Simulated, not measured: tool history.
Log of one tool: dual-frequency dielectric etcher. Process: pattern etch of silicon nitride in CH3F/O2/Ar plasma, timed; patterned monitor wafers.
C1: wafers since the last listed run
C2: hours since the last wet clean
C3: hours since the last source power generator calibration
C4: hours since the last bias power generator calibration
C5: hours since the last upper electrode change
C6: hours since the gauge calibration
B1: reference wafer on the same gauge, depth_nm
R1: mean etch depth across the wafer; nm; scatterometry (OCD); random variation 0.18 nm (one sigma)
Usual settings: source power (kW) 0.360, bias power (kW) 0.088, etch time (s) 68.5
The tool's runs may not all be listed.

Run 1, hour 0.0: usual settings; C1 0; C2 325.4; C3 2236.1; C4 3465.9; C5 4883.8; C6 965.5; B1 47.18. Result: R1 46.62 nm.
Run 2, hour 31.8: usual settings; C1 379; C2 357.2; C3 2267.9; C4 3497.7; C5 4915.6; C6 997.3; B1 47.19. Result: R1 46.81 nm.
Run 3, hour 57.5: usual settings; C1 306; C2 382.9; C3 2293.6; C4 3523.4; C5 4941.3; C6 1023.0; B1 47.21. Result: R1 46.40 nm.
Run 4, hour 81.4: usual settings; C1 285; C2 406.8; C3 2317.5; C4 3547.3; C5 4965.2; C6 1046.9; B1 47.21. Result: R1 46.60 nm.
Run 5, hour 159.2: usual settings; C1 928; C2 484.6; C3 2395.3; C4 3625.1; C5 5043.0; C6 1124.7; B1 47.18. Result: R1 46.34 nm.
Run 6, hour 194.3: usual settings; C1 418; C2 519.7; C3 2430.4; C4 3660.2; C5 5078.1; C6 1159.8; B1 47.24. Result: R1 46.58 nm.
Run 7, hour 224.2: usual settings; C1 356; C2 549.6; C3 2460.3; C4 3690.1; C5 5108.0; C6 1189.7; B1 47.21. Result: R1 46.03 nm.
At hour 278.6: gauge calibrated.
At hour 282.8: wet clean of the chamber.
Run 8, hour 283.3: usual settings; C1 418; C2 0.5; C3 2519.4; C4 3749.2; C5 5167.1; C6 4.7; B1 47.22. Result: R1 47.20 nm.
Run 9, hour 283.6: usual settings; C1 3; C2 0.8; C3 2519.7; C4 3749.5; C5 5167.4; C6 5.0; B1 47.29. Result: R1 47.27 nm.
Run 10, hour 296.0: usual settings but source power (kW) 0.430, bias power (kW) 0.070, etch time (s) 85.0; C1 148; C2 13.2; C3 2532.1; C4 3761.9; C5 5179.8; C6 17.4; B1 47.18. Result: R1 56.31 nm.
Run 11, hour 312.1: usual settings but etch time (s) 82.0; C1 192; C2 29.3; C3 2548.2; C4 3778.0; C5 5195.9; C6 33.5; B1 47.22. Result: R1 56.49 nm.
Run 12, hour 328.6: usual settings but source power (kW) 0.440, bias power (kW) 0.074; C1 196; C2 45.8; C3 2564.7; C4 3794.5; C5 5212.4; C6 50.0; B1 47.17. Result: R1 46.85 nm.
Run 13, hour 353.5: usual settings but source power (kW) 0.390, bias power (kW) 0.068, etch time (s) 51.5; C1 297; C2 70.7; C3 2589.6; C4 3819.4; C5 5237.3; C6 74.9; B1 47.21. Result: R1 32.66 nm.
Run 14, hour 377.3: usual settings but source power (kW) 0.390, bias power (kW) 0.068, etch time (s) 51.5; C1 284; C2 94.5; C3 2613.4; C4 3843.2; C5 5261.1; C6 98.7; B1 47.16. Result: R1 32.43 nm.
At hour 388.5: source power generator calibrated.
At hour 396.3: bias power generator calibrated.
Run 15, hour 411.7: usual settings but source power (kW) 0.330, etch time (s) 62.0; C1 315; C2 128.9; C3 23.2; C4 15.4; C5 5295.5; C6 133.1; B1 47.27. Result: R1 41.29 nm.
At hour 447.0: upper electrode replaced.
Run 16, hour 447.5: usual settings; C1 140; C2 164.7; C3 59.0; C4 51.2; C5 0.5; C6 168.9; B1 47.19. Result: R1 46.66 nm.
Run 17, hour 447.8: usual settings; C1 3; C2 165.0; C3 59.3; C4 51.5; C5 0.8; C6 169.2; B1 47.22. Result: R1 46.83 nm.
Run 18, hour 482.3: usual settings but source power (kW) 0.330, etch time (s) 74.0; C1 411; C2 199.5; C3 93.8; C4 86.0; C5 35.3; C6 203.7; B1 47.22. Result: R1 48.89 nm.
Run 19, hour 508.1: usual settings but source power (kW) 0.410, bias power (kW) 0.096, etch time (s) 85.0; C1 307; C2 225.3; C3 119.6; C4 111.8; C5 61.1; C6 229.5; B1 47.22. Result: R1 62.84 nm.

Run 20 comes next. What will it give?
Run 20, hour 533.4: usual settings but source power (kW) 0.400, bias power (kW) 0.068, etch time (s) 61.0; C1 302; C2 250.6; C3 144.9; C4 137.1; C5 86.4; C6 254.8; B1 ?. Result: R1 ?.

Run 20 gave B1 47.22, R1 38.48 nm.
Without the tool's hidden state the same run would have given R1 39.07 nm.
